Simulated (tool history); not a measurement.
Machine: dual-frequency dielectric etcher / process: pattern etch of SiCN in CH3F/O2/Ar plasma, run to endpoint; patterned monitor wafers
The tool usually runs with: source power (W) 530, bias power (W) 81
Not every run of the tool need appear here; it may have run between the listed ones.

run     day  source power (W)  bias power (W)  incoming incoming film thickness, nm  endpoint time (s)
  1       0               530              81                                 12.95               29.6
  2   0.404               530              81                                 12.88               29.5
  3   0.742               530              81                                 12.82               29.3
  4   1.396               530              81                                 13.05               29.9
  5   1.888               530              81                                 13.03               29.8
  6   2.979               450              81                                 12.87               31.5
  7   3.725               450              81                                  12.9               31.4
  8   4.012               470              81                                  12.8               30.6
  9   4.304               470              81                                 12.94               30.9
 10   4.725               470              81                                 12.86                 31
 11   5.475               530              81                                 13.01               29.8
 12   5.771               530              81                                 12.73               29.1
 13   6.175               530              81                                 12.89               29.4
 14   6.688               530              81                                 12.91               29.5
 15   7.271               530              91                                 12.87               28.1
 16   7.883               530              91                                 12.88                 28
 17   8.221               530              81                                 12.88               29.6
 18   8.488               530              81                                 12.91               29.4
 19   9.004               530              81                                 13.05               29.8
 20   9.696               530              65                                 12.81               32.2
     11.096  -- upper electrode replaced
 21  11.117               530              81                                 12.88               29.5
 22  11.133               530              81                                  12.8               29.3
     11.867  -- bias power generator calibrated
     12.354  -- source power generator calibrated
     12.633  -- wet clean of the chamber
 23  12.654               580              69                                 12.89               30.3
 24  12.671               620              93                                 12.91                 26
 25  12.683               640              87                                 12.87               26.5
 26  13.079               660              95                                 12.77                 25
 27   13.75               640              81                                 12.98               27.6
 28  14.371               470              65                                 12.86               33.9
 29  14.929               610              91                                 12.87               26.5
 30  15.662               530              81                                 12.88               29.4
 31   16.15               530              81                                 12.86               29.2
 32  16.425               440              98                                 12.74               28.8
 33  16.808               440              96                                 12.94               29.6
 34    17.1               530              81                                 12.89               29.3
 35  19.262               600              67                                 12.84                 30

What if the next run were any one of these 5? Each begins from the tool's condition after run 35:
  A  19.279               530              81                                 12.87                  ?
  B  19.279               530              68                                 12.87                  ?
  C  19.279               530              97                                 12.87                  ?
  D  19.279               420              93                                 12.87                  ?
  E  19.279               400              69                                 12.87                  ?

run  endpoint time (s)
  A               29.4
  B               31.7
  C               27.2
  D               30.3
  E               35.3
Had the tool no hidden state, the same runs would have come out as:
run  endpoint time (s)
  A               29.4
  B               31.7
  C               27.2
  D               30.3
  E               35.3
